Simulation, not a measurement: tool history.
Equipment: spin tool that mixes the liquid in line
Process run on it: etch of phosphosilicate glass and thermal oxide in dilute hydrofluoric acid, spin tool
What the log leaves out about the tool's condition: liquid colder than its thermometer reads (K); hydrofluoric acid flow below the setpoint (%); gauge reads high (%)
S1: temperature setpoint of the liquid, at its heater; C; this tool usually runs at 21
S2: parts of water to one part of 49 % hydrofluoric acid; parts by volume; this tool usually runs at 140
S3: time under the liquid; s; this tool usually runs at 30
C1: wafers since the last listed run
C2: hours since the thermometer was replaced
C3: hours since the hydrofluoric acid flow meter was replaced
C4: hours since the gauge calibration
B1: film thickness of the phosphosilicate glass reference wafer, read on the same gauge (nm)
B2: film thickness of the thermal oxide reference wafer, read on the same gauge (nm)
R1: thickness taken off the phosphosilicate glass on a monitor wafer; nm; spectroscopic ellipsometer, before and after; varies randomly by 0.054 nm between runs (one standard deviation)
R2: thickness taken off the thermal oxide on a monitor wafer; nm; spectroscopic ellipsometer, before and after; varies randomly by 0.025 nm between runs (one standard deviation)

run 1 hour=0 | S1=21 S2=140 S3=30 | C1=0 C2=2030.4 C3=1497.1 C4=179.5 | B1=70.01 B2=29.991 | R1=9.38 R2=0.781
run 2 hour=27.3 | S1=21 S2=140 S3=30 | C1=378 C2=2057.7 C3=1524.4 C4=206.8 | B1=70 B2=29.984 | R1=9.27 R2=0.744
run 3 hour=62.6 | S1=21 S2=140 S3=30 | C1=488 C2=2093 C3=1559.7 C4=242.1 | B1=69.98 B2=29.956 | R1=9.22 R2=0.811
run 4 hour=74.8 | S1=25 S2=140 S3=30 | C1=168 C2=2105.2 C3=1571.9 C4=254.3 | B1=69.95 B2=29.983 | R1=10.66 R2=0.849
run 5 hour=99.5 | S1=25 S2=140 S3=30 | C1=342 C2=2129.9 C3=1596.6 C4=279 | B1=69.97 B2=30.019 | R1=10.78 R2=0.891
run 6 hour=124.9 | S1=25 S2=140 S3=30 | C1=351 C2=2155.3 C3=1622 C4=304.4 | B1=70.03 B2=30.05 | R1=10.68 R2=0.889
run 7 hour=140.2 | S1=21 S2=140 S3=30 | C1=211 C2=2170.6 C3=1637.3 C4=319.7 | B1=70.02 B2=29.998 | R1=9.21 R2=0.761
run 8 hour=164.5 | S1=21 S2=140 S3=30 | C1=336 C2=2194.9 C3=1661.6 C4=344 | B1=69.98 B2=29.99 | R1=9.13 R2=0.745
run 9 hour=196 | S1=21 S2=140 S3=30 | C1=436 C2=2226.4 C3=1693.1 C4=375.5 | B1=70.04 B2=29.991 | R1=9.05 R2=0.709
run 10 hour=224.6 | S1=21 S2=140 S3=30 | C1=396 C2=2255 C3=1721.7 C4=404.1 | B1=70.03 B2=29.979 | R1=9.06 R2=0.737
run 11 hour=246.6 | S1=21 S2=140 S3=30 | C1=304 C2=2277 C3=1743.7 C4=426.1 | B1=69.97 B2=30.019 | R1=9.04 R2=0.749
run 12 hour=282.1 | S1=21 S2=140 S3=30 | C1=491 C2=2312.5 C3=1779.2 C4=461.6 | B1=70.05 B2=29.987 | R1=9.05 R2=0.758
run 13 hour=300.9 | S1=21 S2=140 S3=30 | C1=260 C2=2331.3 C3=1798 C4=480.4 | B1=70.05 B2=29.999 | R1=9.02 R2=0.753
run 14 hour=334.1 | S1=21 S2=120 S3=15 | C1=459 C2=2364.5 C3=1831.2 C4=513.6 | B1=70 B2=30.006 | R1=5.4 R2=0.456
run 15 hour=354.7 | S1=25 S2=140 S3=30 | C1=285 C2=2385.1 C3=1851.8 C4=534.2 | B1=70 B2=30.001 | R1=10.48 R2=0.922
run 16 hour=380.4 | S1=21 S2=205 S3=40 | C1=355 C2=2410.8 C3=1877.5 C4=559.9 | B1=69.99 B2=30.021 | R1=7.62 R2=0.657
-- hour=391.3 hydrofluoric acid flow meter replaced
run 17 hour=393 | S1=17 S2=95 S3=45 | C1=160 C2=2423.4 C3=1.7 C4=572.5 | B1=69.98 B2=30.024 | R1=20.53 R2=1.633
-- hour=404.5 thermometer replaced
run 18 hour=416.4 | S1=21 S2=140 S3=30 | C1=310 C2=11.9 C3=25.1 C4=595.9 | B1=69.98 B2=29.999 | R1=10.39 R2=0.907
run 19 hour=444.4 | S1=18.5 S2=110 S3=30 | C1=387 C2=39.9 C3=53.1 C4=623.9 | B1=70.01 B2=29.945 | R1=12.25 R2=1.095
run 20 hour=467.6 | S1=17.5 S2=140 S3=30 | C1=321 C2=63.1 C3=76.3 C4=647.1 | B1=70.03 B2=29.982 | R1=9.03 R2=0.769
-- hour=481.4 gauge calibrated
run 21 hour=492.6 | S1=25.5 S2=95 S3=20 | C1=346 C2=88.1 C3=101.3 C4=11.2 | B1=70.01 B2=29.946 | R1=12.8 R2=1.055
run 22 hour=525.5 | S1=17 S2=165 S3=30 | C1=455 C2=121 C3=134.2 C4=44.1 | B1=69.98 B2=30.005 | R1=7.27 R2=0.608
run 23 hour=555.3 | S1=21 S2=140 S3=30 | C1=412 C2=150.8 C3=164 C4=73.9 | B1=70.02 B2=29.993 | R1=10.32 R2=0.885
run 24 hour=576.9 | S1=21 S2=140 S3=30 | C1=299 C2=172.4 C3=185.6 C4=95.5 | B1=69.98 B2=30.018 | R1=10.2 R2=0.862
run 25 hour=589.2 | S1=17.5 S2=90 S3=40 | C1=170 C2=184.7 C3=197.9 C4=107.8 | B1=70.04 B2=29.997 | R1=19.54 R2=1.596
run 26 hour=621.5 | S1=17.5 S2=90 S3=40 | C1=447 C2=217 C3=230.2 C4=140.1 | B1=70.01 B2=30.019 | R1=19.48 R2=1.608

Forecast each of these 4 alternatives for the next run:
run A hour=621.9 | S1=22.5 S2=140 S3=30 | C1=5 C2=217.4 C3=230.6 C4=140.5 | B1=? B2=? | R1=? R2=?
run B hour=621.9 | S1=23 S2=115 S3=20 | C1=5 C2=217.4 C3=230.6 C4=140.5 | B1=? B2=? | R1=? R2=?
run C hour=621.9 | S1=17 S2=110 S3=30 | C1=5 C2=217.4 C3=230.6 C4=140.5 | B1=? B2=? | R1=? R2=?
run D hour=621.9 | S1=17.5 S2=140 S3=50 | C1=5 C2=217.4 C3=230.6 C4=140.5 | B1=? B2=? | R1=? R2=?

run=A B1=69.99 B2=29.997 R1=10.92 R2=0.914
run=B B1=69.99 B2=29.997 R1=9.31 R2=0.779
run=C B1=69.99 B2=29.997 R1=11.5 R2=0.963
run=D B1=69.99 B2=29.997 R1=14.91 R2=1.248
Had the tool no hidden state, the same runs would have come out as:
run=A R1=11.22 R2=0.939
run=B R1=9.55 R2=0.8
run=C R1=11.8 R2=0.988
run=D R1=15.3 R2=1.281
